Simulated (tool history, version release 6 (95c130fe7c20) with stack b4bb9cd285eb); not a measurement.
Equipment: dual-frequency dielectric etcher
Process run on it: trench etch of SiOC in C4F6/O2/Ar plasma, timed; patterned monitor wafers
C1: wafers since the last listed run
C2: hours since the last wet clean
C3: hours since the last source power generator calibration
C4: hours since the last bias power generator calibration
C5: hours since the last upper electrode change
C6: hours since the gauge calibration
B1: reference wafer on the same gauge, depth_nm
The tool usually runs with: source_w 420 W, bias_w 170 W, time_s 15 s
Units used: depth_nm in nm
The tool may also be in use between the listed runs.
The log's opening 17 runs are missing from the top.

Run 18, hour 780.1: usual settings but source_w 480 W; C1 413; C2 463.5; C3 705.8; C4 971.4; C5 898.8; C6 2449.2; B1 34.48. Result: depth_nm 34.1 nm.
Run 19, hour 839.2: usual settings but source_w 340 W, bias_w 153 W, time_s 17.5 s; C1 873; C2 522.6; C3 764.9; C4 1030.5; C5 957.9; C6 2508.3; B1 34.49. Result: depth_nm 34.1 nm.
At hour 878.5: gauge calibrated.
At hour 881.7: wet clean of the chamber.
Run 20, hour 882.2: usual settings but source_w 480 W, bias_w 199 W, time_s 18 s; C1 280; C2 0.5; C3 807.9; C4 1073.5; C5 1000.9; C6 3.7; B1 34.51. Result: depth_nm 43.05 nm.
Run 21, hour 938.9: usual settings but source_w 360 W, bias_w 149 W; C1 838; C2 57.2; C3 864.6; C4 1130.2; C5 1057.6; C6 60.4; B1 34.46. Result: depth_nm 29.45 nm.
Run 22, hour 977.3: usual settings but bias_w 153 W; C1 567; C2 95.6; C3 903; C4 1168.6; C5 1096; C6 98.8; B1 34.5. Result: depth_nm 31.41 nm.
Run 23, hour 1015.2: usual settings but source_w 380 W, bias_w 190 W; C1 560; C2 133.5; C3 940.9; C4 1206.5; C5 1133.9; C6 136.7; B1 34.51. Result: depth_nm 32.72 nm.
Run 24, hour 1198.9: usual settings but source_w 460 W, bias_w 200 W, time_s 11.5 s; C1 2715; C2 317.2; C3 1124.6; C4 1390.2; C5 1317.6; C6 320.4; B1 34.47. Result: depth_nm 27.1 nm.
Run 25, hour 1243.2: usual settings; C1 654; C2 361.5; C3 1168.9; C4 1434.5; C5 1361.9; C6 364.7; B1 34.52. Result: depth_nm 32.54 nm.
Run 26, hour 1295.9: usual settings but source_w 330 W; C1 779; C2 414.2; C3 1221.6; C4 1487.2; C5 1414.6; C6 417.4; B1 34.45. Result: depth_nm 30.04 nm.
Run 27, hour 1363.2: usual settings; C1 994; C2 481.5; C3 1288.9; C4 1554.5; C5 1481.9; C6 484.7; B1 34.51. Result: depth_nm 32.55 nm.
At hour 1420.1: wet clean of the chamber.
Run 28, hour 1420.6: usual settings but bias_w 129 W, time_s 16.5 s; C1 493; C2 0.5; C3 1346.3; C4 1611.9; C5 1539.3; C6 542.1; B1 34.49. Result: depth_nm 32.62 nm.
Run 29, hour 1448: usual settings but source_w 450 W, bias_w 202 W, time_s 16 s; C1 405; C2 27.9; C3 1373.7; C4 1639.3; C5 1566.7; C6 569.5; B1 34.54. Result: depth_nm 37.84 nm.
Run 30, hour 1502: usual settings but source_w 450 W, bias_w 208 W, time_s 13 s; C1 798; C2 81.9; C3 1427.7; C4 1693.3; C5 1620.7; C6 623.5; B1 34.44. Result: depth_nm 30.95 nm.

4 options for the next run, each taken on its own from the tool as it stands now. Forecast them:
Run A, hour 1502.4: usual settings; C1 5; C2 82.3; C3 1428.1; C4 1693.7; C5 1621.1; C6 623.9; B1 ?. Result: depth_nm ?.
Run B, hour 1502.4: usual settings but bias_w 198 W, time_s 19.5 s; C1 5; C2 82.3; C3 1428.1; C4 1693.7; C5 1621.1; C6 623.9; B1 ?. Result: depth_nm ?.
Run C, hour 1502.4: usual settings but source_w 370 W, time_s 13.5 s; C1 5; C2 82.3; C3 1428.1; C4 1693.7; C5 1621.1; C6 623.9; B1 ?. Result: depth_nm ?.
Run D, hour 1502.4: usual settings but time_s 19 s; C1 5; C2 82.3; C3 1428.1; C4 1693.7; C5 1621.1; C6 623.9; B1 ?. Result: depth_nm ?.

run     B1  depth_nm
  A  34.52     32.47
  B  34.52     44.52
  C  34.52     27.96
  D  34.52     41.13
What these runs would have given with no unlogged condition in the tool:
run  depth_nm
  A     32.47
  B     44.52
  C     27.96
  D     41.13
